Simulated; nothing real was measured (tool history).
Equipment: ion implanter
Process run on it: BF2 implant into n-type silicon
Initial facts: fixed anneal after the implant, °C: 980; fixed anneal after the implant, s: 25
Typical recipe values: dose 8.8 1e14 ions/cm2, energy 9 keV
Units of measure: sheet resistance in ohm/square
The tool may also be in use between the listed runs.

run,day,dose,energy,"read-back reference wafer on the same gauge, sheet resistance",sheet resistance
1,0,8.8,9,348.86,329.08
2,2.738,8.8,9,348.84,328.67
3,4.442,8.8,9,348.76,328.36
4,6.854,8.8,9,349.14,328.41
5,9.529,8.8,9,348.86,328.76
6,12.454,7.6,9,348.97,337.16
7,15.033,7.6,9,348.86,337.28
8,16.7,8.8,9,349.13,328.83
9,18.633,8.8,9,349.26,327.97
10,20.058,8.8,9,349.17,328.15
11,21.592,8.8,9,349.19,327.75
12,23.012,8.8,9,349.06,328.81
13,25.821,8.8,10,348.99,316.87
14,28.471,8.8,11,348.98,305.79
15,30.675,8.8,9,349.04,328.75
# day 33.412: Faraday cup replaced and dose calibrated
16,33.483,8.8,9,349.31,331.15
17,34.679,7.17,11.5,349,317.45
# day 36.892: extraction supply calibrated
18,36.912,7.07,9,348.85,344.83
19,39.412,11.18,7,349.06,347.73
# day 44.6: gauge calibrated
20,46.558,10.4,11,348.96,300.38
21,49.392,8.8,9,349.09,329.6
22,51.15,8.8,9,348.98,330.24
23,53.467,8.8,9,348.69,329.01
24,56.312,6.49,12,349.03,318.45
25,59.046,11.09,10,349.06,307.77
26,61.225,6.54,12,349.15,316.89
27,62.712,8.8,11.5,349.01,301.56
28,65.379,6.66,8,348.92,362.04
29,67.783,6.2,11.5,348.76,326.78

3 options for the next run, each taken on its own from the tool as it stands now. Forecast them:
A,67.8,7.99,9,?,?
B,67.8,8.06,10,?,?
C,67.8,9.62,7.5,?,?

run,"read-back reference wafer on the same gauge, sheet resistance",sheet resistance
A,349.01,334.38
B,349.01,322.19
C,349.01,344.66
With the hidden condition removed and each run's random variation left untouched, the same runs would have given:
run,sheet resistance
A,336.74
B,324.46
C,346.37
